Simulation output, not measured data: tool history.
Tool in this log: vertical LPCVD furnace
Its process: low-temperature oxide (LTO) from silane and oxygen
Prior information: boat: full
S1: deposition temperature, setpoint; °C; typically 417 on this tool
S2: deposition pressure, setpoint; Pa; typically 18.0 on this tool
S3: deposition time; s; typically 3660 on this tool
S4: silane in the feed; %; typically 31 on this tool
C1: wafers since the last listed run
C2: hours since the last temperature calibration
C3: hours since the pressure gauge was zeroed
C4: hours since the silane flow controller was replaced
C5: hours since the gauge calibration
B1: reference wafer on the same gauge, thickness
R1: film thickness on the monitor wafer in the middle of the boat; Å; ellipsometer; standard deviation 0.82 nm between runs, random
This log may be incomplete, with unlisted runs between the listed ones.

run,hour,S1,S2,S3,S4,C1,C2,C3,C4,C5,B1,R1
1,0.0,417,18.0,3660,31,0,1300.1,1906.9,5670.0,245.2,332.14,3160.5
2,60.0,417,18.0,3660,31,971,1360.1,1966.9,5730.0,305.2,331.91,3174.4
3,87.2,417,18.0,3660,31,440,1387.3,1994.1,5757.2,332.4,332.05,3151.8
4,138.8,417,18.0,3660,31,835,1438.9,2045.7,5808.8,384.0,331.95,3180.9
5,192.4,417,18.0,3660,31,868,1492.5,2099.3,5862.4,437.6,331.99,3156.8
6,255.1,417,18.0,3660,31,1015,1555.2,2162.0,5925.1,500.3,332.17,3158.9
7,286.3,420,18.0,3660,31,505,1586.4,2193.2,5956.3,531.5,332.03,3283.2
8,355.8,420,18.0,3660,31,1125,1655.9,2262.7,6025.8,601.0,332.24,3274.7
9,396.2,420,18.0,3660,31,654,1696.3,2303.1,6066.2,641.4,331.95,3269.9
10,435.9,417,18.0,3660,31,642,1736.0,2342.8,6105.9,681.1,332.04,3176.2
11,486.7,411,15.3,3240,36,822,1786.8,2393.6,6156.7,731.9,331.93,2749.4
# hour 513.6: silane flow controller replaced
12,517.2,427,19.3,3660,31,105,1817.3,2424.1,3.6,762.4,332.01,3778.4
# hour 568.1: pressure gauge zeroed
13,581.0,417,18.0,3660,31,644,1881.1,12.9,67.4,826.2,332.07,3238.5
14,641.7,417,18.0,3660,31,983,1941.8,73.6,128.1,886.9,332.14,3239.6
# hour 746.7: thermocouples replaced and temperature profile calibrated
15,846.2,417,20.7,3660,26,2923,99.5,278.1,332.6,1091.4,332.01,2883.2
# hour 884.0: pressure gauge zeroed, repeated, since the last time left the tool worse
16,910.3,425,15.3,2640,28,649,163.6,26.3,396.7,1155.5,331.80,1789.4
17,972.8,407,14.7,3210,27,1012,226.1,88.8,459.2,1218.0,332.05,1610.7
# hour 994.8: gauge calibrated
18,1018.6,425,15.3,2640,28,741,271.9,134.6,505.0,23.8,331.78,1794.9
19,1057.2,417,14.0,3660,26,625,310.5,173.2,543.6,62.4,332.01,1874.6
20,1114.5,421,21.3,4950,27,927,367.8,230.5,600.9,119.7,331.88,4260.4
21,1186.2,417,18.0,2820,31,1161,439.5,302.2,672.6,191.4,331.87,2392.6
22,1238.8,417,19.3,4890,26,851,492.1,354.8,725.2,244.0,331.76,3455.6
23,1296.2,427,16.7,2310,27,929,549.5,412.2,782.6,301.4,331.63,1670.1
24,1342.2,417,18.0,3660,31,744,595.5,458.2,828.6,347.4,331.78,3125.0
25,1402.7,417,14.7,4830,31,979,656.0,518.7,889.1,407.9,332.03,3381.0
26,1460.2,413,18.0,3660,27,931,713.5,576.2,946.6,465.4,331.63,2437.8
27,1512.3,417,18.0,3660,31,843,765.6,628.3,998.7,517.5,332.16,3127.1
28,1538.6,417,18.0,3660,31,425,791.9,654.6,1025.0,543.8,332.01,3139.0
29,1599.6,425,20.0,3660,31,987,852.9,715.6,1086.0,604.8,331.79,3768.9
30,1647.6,413,21.3,4860,26,777,900.9,763.6,1134.0,652.8,331.92,3631.8

Below, some changes in R1 between adjacent runs. For each, the amount present without the hidden state too (settings, incoming material, random variation) and the amount remaining for the hidden state with gauge scatter not shared by both compared results:
Unlogged tool condition in this case: true tube temperature minus thermocouple reading, K; true pressure minus gauge reading, mTorr; deviation of the silane flow from its setpoint, %; gauge reads high (%).
Run 12 -> 13: S1 427 -> 417, S2 19.3 -> 18.0, pressure gauge zeroed. R1 -539.9 Å: hidden state +62.6, all else -602.5.
Run 15 -> 16: S1 417 -> 425, S2 20.7 -> 15.3, S3 3660 -> 2640, S4 26 -> 28, pressure gauge zeroed, repeated, since the last time left the tool worse. R1 -1093.8 Å: hidden state -144.9, all else -948.9.
Run 19 -> 20: S1 417 -> 421, S2 14.0 -> 21.3, S3 3660 -> 4950, S4 26 -> 27. R1 +2385.8 Å: hidden state +16.1, all else +2369.7.
Run 20 -> 21: S1 421 -> 417, S2 21.3 -> 18.0, S3 4950 -> 2820, S4 27 -> 31. R1 -1867.8 Å: hidden state -8.0, all else -1859.8.
Run 22 -> 23: S1 417 -> 427, S2 19.3 -> 16.7, S3 4890 -> 2310, S4 26 -> 27. R1 -1785.5 Å: hidden state -16.6, all else -1768.9.
Run 25 -> 26: S1 417 -> 413, S2 14.7 -> 18.0, S3 4830 -> 3660, S4 31 -> 27. R1 -943.2 Å: hidden state -25.8, all else -917.4.
